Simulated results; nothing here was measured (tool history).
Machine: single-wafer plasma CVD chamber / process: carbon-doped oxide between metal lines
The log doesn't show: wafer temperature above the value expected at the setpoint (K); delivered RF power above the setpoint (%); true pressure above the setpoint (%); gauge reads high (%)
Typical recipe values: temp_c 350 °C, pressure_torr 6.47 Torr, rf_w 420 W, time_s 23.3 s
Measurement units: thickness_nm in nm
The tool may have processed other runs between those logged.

run,hour,temp_c,pressure_torr,rf_w,time_s,wafers since the last listed run,hours since the last thermocouple change,hours since the last RF generator calibration,hours since the last manometer calibration,hours since the showerhead was replaced,hours since the gauge calibration,"read-back reference wafer on the same gauge, thickness_nm",thickness_nm
1,0.0,350,6.47,420,23.3,0,565.3,1780.7,133.4,1781.7,533.6,116.969,117.504
2,41.0,350,6.47,420,23.3,1112,606.3,1821.7,174.4,1822.7,574.6,117.034,117.299
3,112.6,344,6.47,420,23.3,1942,677.9,1893.3,246.0,1894.3,646.2,117.025,119.612
4,163.3,350,6.47,420,23.3,1375,728.6,1944.0,296.7,1945.0,696.9,117.041,117.084
5,216.3,350,6.47,420,23.3,1437,781.6,1997.0,349.7,1998.0,749.9,116.981,116.988
6,294.8,350,7.10,420,23.3,2129,860.1,2075.5,428.2,2076.5,828.4,116.893,117.322
7,378.9,350,7.10,420,23.3,2281,944.2,2159.6,512.3,2160.6,912.5,117.011,116.994
8,419.7,350,7.10,420,23.3,1106,985.0,2200.4,553.1,2201.4,953.3,116.954,117.570
9,495.5,350,6.47,420,25.8,2056,1060.8,2276.2,628.9,2277.2,1029.1,117.039,128.453
10,562.8,350,6.47,420,25.8,1825,1128.1,2343.5,696.2,2344.5,1096.4,116.937,128.027
# hour 618.0: RF generator calibrated
11,628.6,350,6.47,420,23.3,1567,1193.9,10.6,762.0,2410.3,1162.2,117.022,120.876
12,699.3,350,6.47,420,23.3,1917,1264.6,81.3,832.7,2481.0,1232.9,116.989,120.708
13,744.5,359,7.56,420,23.3,1226,1309.8,126.5,877.9,2526.2,1278.1,117.009,119.650
14,838.2,350,6.47,420,23.3,2541,1403.5,220.2,971.6,2619.9,1371.8,117.004,119.522
15,890.5,339,6.47,495,23.3,1418,1455.8,272.5,1023.9,2672.2,1424.1,117.009,137.304
# hour 917.5: capacitance manometer re-zeroed and calibrated
# hour 945.9: gauge calibrated
16,1029.5,350,6.47,420,23.3,3553,1594.8,411.5,112.0,2811.2,83.6,117.032,119.865
17,1067.4,342,6.47,455,23.3,1028,1632.7,449.4,149.9,2849.1,121.5,117.051,129.983
18,1143.3,362,5.92,395,24.7,2058,1708.6,525.3,225.8,2925.0,197.4,116.993,116.499
19,1222.6,336,6.47,440,20.9,2150,1787.9,604.6,305.1,3004.3,276.7,116.945,114.965
# hour 1273.9: showerhead replaced
20,1279.1,350,7.19,365,23.3,1315,1844.4,661.1,361.6,5.2,333.2,117.049,109.780
# hour 1292.8: thermocouple changed; heater temperature recalibrated
21,1381.6,363,6.47,385,23.3,2563,88.8,763.6,464.1,107.7,435.7,116.988,109.021
22,1486.8,361,6.97,420,26.2,2853,194.0,868.8,569.3,212.9,540.9,117.002,130.202
23,1536.3,341,6.47,350,23.3,1342,243.5,918.3,618.8,262.4,590.4,116.965,107.577
24,1632.7,350,7.10,465,19.2,2614,339.9,1014.7,715.2,358.8,686.8,116.987,105.461
25,1699.1,350,6.47,420,23.3,1801,406.3,1081.1,781.6,425.2,753.2,116.981,117.920

5 options for the next run, each taken on its own from the tool as it stands now. Forecast them:
A,1699.5,350,6.47,420,23.3,10,406.7,1081.5,782.0,425.6,753.6,?,?
B,1699.5,350,6.47,465,23.3,10,406.7,1081.5,782.0,425.6,753.6,?,?
C,1699.5,359,6.91,480,25.3,10,406.7,1081.5,782.0,425.6,753.6,?,?
D,1699.5,361,7.24,495,27.4,10,406.7,1081.5,782.0,425.6,753.6,?,?
E,1699.5,350,6.47,420,27.4,10,406.7,1081.5,782.0,425.6,753.6,?,?

run,"read-back reference wafer on the same gauge, thickness_nm",thickness_nm
A,116.943,117.784
B,116.943,126.063
C,116.943,137.835
D,116.943,151.675
E,116.943,138.153
Take away the tool's hidden state, keep each run's random variation, and the runs would have read:
run,thickness_nm
A,122.360
B,130.796
C,142.223
D,156.484
E,143.520
